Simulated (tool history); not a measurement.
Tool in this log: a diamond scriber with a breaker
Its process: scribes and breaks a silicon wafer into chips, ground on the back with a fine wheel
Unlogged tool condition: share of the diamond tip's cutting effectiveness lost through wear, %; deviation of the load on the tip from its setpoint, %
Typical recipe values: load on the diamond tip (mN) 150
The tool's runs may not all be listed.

| run | hour | load on the diamond tip (mN) | wafers since the last listed run | hours since the diamond tip was replaced | hours since the load on the tip was calibrated | incoming depth of the damage left on the back of the incoming wafer, um | depth of the median crack under the scribed line (nm) | chips rejected at inspection after the break (%) |
|---|---|---|---|---|---|---|---|---|
| 1 | 0.0 | 120 | 0 | 292.7 | 1844.8 | 1.58 | 8080 | 4.77 |
| 2 | 21.4 | 120 | 67 | 314.1 | 1866.2 | 2.09 | 8120 | 5.44 |
| 3 | 52.4 | 120 | 98 | 345.1 | 1897.2 | 1.80 | 7620 | 6.23 |
| 4 | 66.5 | 161 | 44 | 359.2 | 1911.3 | 1.77 | 9510 | 1.48 |
| 5 | 94.9 | 161 | 90 | 387.6 | 1939.7 | 2.14 | 9290 | 1.74 |
| 6 | 117.4 | 161 | 71 | 410.1 | 1962.2 | 2.20 | 9230 | 1.97 |
| 7 | 149.0 | 181 | 100 | 441.7 | 1993.8 | 2.62 | 9840 | 1.92 |
| 8 | 177.7 | 150 | 91 | 470.4 | 2022.5 | 1.60 | 8570 | 2.60 |
|  | 189.5 | load on the tip recalibrated |
| 9 | 209.0 | 150 | 92 | 501.7 | 19.5 | 2.03 | 8420 | 3.35 |
| 10 | 225.6 | 150 | 52 | 518.3 | 36.1 | 2.60 | 8180 | 4.80 |
| 11 | 256.3 | 134 | 97 | 549.0 | 66.8 | 2.48 | 8000 | 7.40 |
| 12 | 279.2 | 109 | 72 | 571.9 | 89.7 | 2.27 | 6730 | 13.64 |
| 13 | 295.7 | 132 | 52 | 588.4 | 106.2 | 2.81 | 7440 | 10.06 |
|  | 299.9 | diamond tip replaced by a new one, of another model than before |
| 14 | 329.4 | 189 | 100 | 29.5 | 139.9 | 2.97 | 10210 | 2.61 |
| 15 | 347.4 | 178 | 57 | 47.5 | 157.9 | 1.80 | 10460 | 1.60 |
| 16 | 381.6 | 161 | 108 | 81.7 | 192.1 | 2.99 | 9980 | 2.54 |
| 17 | 409.3 | 116 | 87 | 109.4 | 219.8 | 2.77 | 8970 | 2.96 |
| 18 | 427.0 | 166 | 56 | 127.1 | 237.5 | 1.74 | 9930 | 1.45 |
| 19 | 460.5 | 179 | 106 | 160.6 | 271.0 | 1.92 | 10240 | 1.63 |
| 20 | 493.7 | 150 | 105 | 193.8 | 304.2 | 2.99 | 9630 | 2.51 |
| 21 | 535.6 | 150 | 132 | 235.7 | 346.1 | 2.09 | 9440 | 1.78 |

Hidden state, per run?
deviation of the load on the tip from its setpoint, %: 0 in every run
H1: share of the diamond tip's cutting effectiveness lost through wear, %
| run | H1 |
|---|---|
| 1 | 8.75 |
| 2 | 9.6 |
| 3 | 10.9 |
| 4 | 11.6 |
| 5 | 12.9 |
| 6 | 14.1 |
| 7 | 15.9 |
| 8 | 17.6 |
| 9 | 19.5 |
| 10 | 20.6 |
| 11 | 22.8 |
| 12 | 24.4 |
| 13 | 25.7 |
| 14 | 0.518 |
| 15 | 0.608 |
| 16 | 0.895 |
| 17 | 1.24 |
| 18 | 1.51 |
| 19 | 2.14 |
| 20 | 2.9 |
| 21 | 4.07 |

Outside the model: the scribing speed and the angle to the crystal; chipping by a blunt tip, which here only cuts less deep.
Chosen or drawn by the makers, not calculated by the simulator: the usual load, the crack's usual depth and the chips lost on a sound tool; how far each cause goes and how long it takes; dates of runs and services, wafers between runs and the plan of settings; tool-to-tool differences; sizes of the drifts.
